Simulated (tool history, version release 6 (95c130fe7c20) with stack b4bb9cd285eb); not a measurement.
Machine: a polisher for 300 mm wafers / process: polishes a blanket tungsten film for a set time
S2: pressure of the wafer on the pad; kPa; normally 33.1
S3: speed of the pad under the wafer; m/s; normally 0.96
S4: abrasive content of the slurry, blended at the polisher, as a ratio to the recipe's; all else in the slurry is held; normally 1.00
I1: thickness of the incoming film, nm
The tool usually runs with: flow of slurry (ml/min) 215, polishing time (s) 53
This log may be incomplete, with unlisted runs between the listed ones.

{"run": 1, "day": 0.0, "flow of slurry (ml/min)": 215, "S2": 33.1, "S3": 0.96, "S4": 0.85, "polishing time (s)": 53, "I1": 853.6, "film removed (Å)": 2142}
{"run": 2, "day": 0.592, "flow of slurry (ml/min)": 215, "S2": 33.1, "S3": 0.96, "S4": 0.85, "polishing time (s)": 53, "I1": 868.0, "film removed (Å)": 2117}
{"day": 1.225, "done": "worn pad replaced by a new one"}
{"run": 3, "day": 1.246, "flow of slurry (ml/min)": 215, "S2": 33.1, "S3": 0.96, "S4": 0.85, "polishing time (s)": 53, "I1": 860.2, "film removed (Å)": 2271}
{"day": 2.004, "done": "slurry tank refilled with fresh slurry and peroxide"}
{"run": 4, "day": 2.188, "flow of slurry (ml/min)": 215, "S2": 33.1, "S3": 0.96, "S4": 1.0, "polishing time (s)": 53, "I1": 875.1, "film removed (Å)": 2471}
{"run": 5, "day": 2.488, "flow of slurry (ml/min)": 215, "S2": 33.1, "S3": 0.96, "S4": 1.0, "polishing time (s)": 53, "I1": 879.3, "film removed (Å)": 2538}
{"run": 6, "day": 3.108, "flow of slurry (ml/min)": 215, "S2": 33.1, "S3": 0.96, "S4": 1.0, "polishing time (s)": 53, "I1": 853.2, "film removed (Å)": 2481}
{"run": 7, "day": 3.783, "flow of slurry (ml/min)": 190, "S2": 33.1, "S3": 0.96, "S4": 1.0, "polishing time (s)": 53, "I1": 853.6, "film removed (Å)": 2343}
{"day": 4.217, "done": "slurry blender recalibrated"}
{"run": 8, "day": 4.242, "flow of slurry (ml/min)": 190, "S2": 33.1, "S3": 0.96, "S4": 1.0, "polishing time (s)": 53, "I1": 872.6, "film removed (Å)": 2357}
{"run": 9, "day": 4.742, "flow of slurry (ml/min)": 190, "S2": 33.1, "S3": 0.96, "S4": 1.0, "polishing time (s)": 53, "I1": 848.0, "film removed (Å)": 2304}
{"run": 10, "day": 5.367, "flow of slurry (ml/min)": 215, "S2": 33.1, "S3": 0.96, "S4": 1.0, "polishing time (s)": 53, "I1": 855.7, "film removed (Å)": 2274}
{"run": 11, "day": 5.996, "flow of slurry (ml/min)": 215, "S2": 33.1, "S3": 0.96, "S4": 1.0, "polishing time (s)": 53, "I1": 840.8, "film removed (Å)": 2229}
{"run": 12, "day": 6.667, "flow of slurry (ml/min)": 215, "S2": 28.3, "S3": 0.96, "S4": 1.0, "polishing time (s)": 53, "I1": 866.0, "film removed (Å)": 1836}
{"run": 13, "day": 7.312, "flow of slurry (ml/min)": 215, "S2": 33.1, "S3": 1.18, "S4": 1.0, "polishing time (s)": 53, "I1": 861.1, "film removed (Å)": 2527}
{"day": 7.508, "done": "slurry nozzle cleaned"}
{"day": 7.742, "done": "slurry tank refilled with fresh slurry and peroxide"}
{"day": 7.825, "done": "worn pad replaced by a new one"}
{"run": 14, "day": 7.846, "flow of slurry (ml/min)": 245, "S2": 33.1, "S3": 1.16, "S4": 0.75, "polishing time (s)": 72, "I1": 869.3, "film removed (Å)": 3810}
{"day": 8.004, "done": "head pressure recalibrated"}
{"run": 15, "day": 8.379, "flow of slurry (ml/min)": 215, "S2": 33.1, "S3": 0.96, "S4": 1.3, "polishing time (s)": 53, "I1": 858.2, "film removed (Å)": 2619}
{"run": 16, "day": 8.988, "flow of slurry (ml/min)": 235, "S2": 24.1, "S3": 1.06, "S4": 1.25, "polishing time (s)": 53, "I1": 865.4, "film removed (Å)": 2192}
{"run": 17, "day": 9.392, "flow of slurry (ml/min)": 215, "S2": 33.1, "S3": 0.96, "S4": 1.0, "polishing time (s)": 53, "I1": 864.4, "film removed (Å)": 2478}
{"run": 18, "day": 9.675, "flow of slurry (ml/min)": 215, "S2": 33.1, "S3": 0.86, "S4": 1.0, "polishing time (s)": 53, "I1": 861.0, "film removed (Å)": 2164}
{"run": 19, "day": 10.817, "flow of slurry (ml/min)": 215, "S2": 33.1, "S3": 0.66, "S4": 0.7, "polishing time (s)": 66, "I1": 873.2, "film removed (Å)": 1955}
{"day": 11.046, "done": "slurry blender recalibrated"}
{"run": 20, "day": 11.554, "flow of slurry (ml/min)": 215, "S2": 33.1, "S3": 1.26, "S4": 1.0, "polishing time (s)": 53, "I1": 860.4, "film removed (Å)": 2827}
{"run": 21, "day": 11.992, "flow of slurry (ml/min)": 215, "S2": 33.1, "S3": 1.1, "S4": 1.0, "polishing time (s)": 46, "I1": 840.3, "film removed (Å)": 2142}
{"run": 22, "day": 12.446, "flow of slurry (ml/min)": 215, "S2": 33.1, "S3": 0.96, "S4": 1.0, "polishing time (s)": 53, "I1": 867.0, "film removed (Å)": 2211}
{"run": 23, "day": 12.733, "flow of slurry (ml/min)": 215, "S2": 42.1, "S3": 0.96, "S4": 1.0, "polishing time (s)": 53, "I1": 865.6, "film removed (Å)": 2633}

Selected run-to-run steps in film removed (Å), each split into two signed amounts: the part the tool would show with no hidden state at all (from settings, incoming material and random variation), and the remainder, which goes to the hidden state together with any gauge scatter not common to the measured and the hidden-state-free results:
The tool's hidden condition here consists of: removal rate lost through wear of the pad, %; slurry flow missing at the pad, %; deviation of the head's pressure from its setpoint, %; abrasive missing from the slurry, %; peroxide lost from the slurry, %.
Run 12 -> 13: S2 28.3 -> 33.1, S3 0.96 -> 1.18. film removed (Å) +691: hidden state -223, all else +914.
Run 13 -> 14: flow of slurry (ml/min) 215 -> 245, S3 1.18 -> 1.16, S4 1.00 -> 0.75, polishing time (s) 53 -> 72, slurry nozzle cleaned, slurry tank refilled with fresh slurry and peroxide, worn pad replaced by a new one. film removed (Å) +1283: hidden state +483, all else +800.
Run 14 -> 15: flow of slurry (ml/min) 245 -> 215, S3 1.16 -> 0.96, S4 0.75 -> 1.30, polishing time (s) 72 -> 53, head pressure recalibrated. film removed (Å) -1191: hidden state -3, all else -1188.

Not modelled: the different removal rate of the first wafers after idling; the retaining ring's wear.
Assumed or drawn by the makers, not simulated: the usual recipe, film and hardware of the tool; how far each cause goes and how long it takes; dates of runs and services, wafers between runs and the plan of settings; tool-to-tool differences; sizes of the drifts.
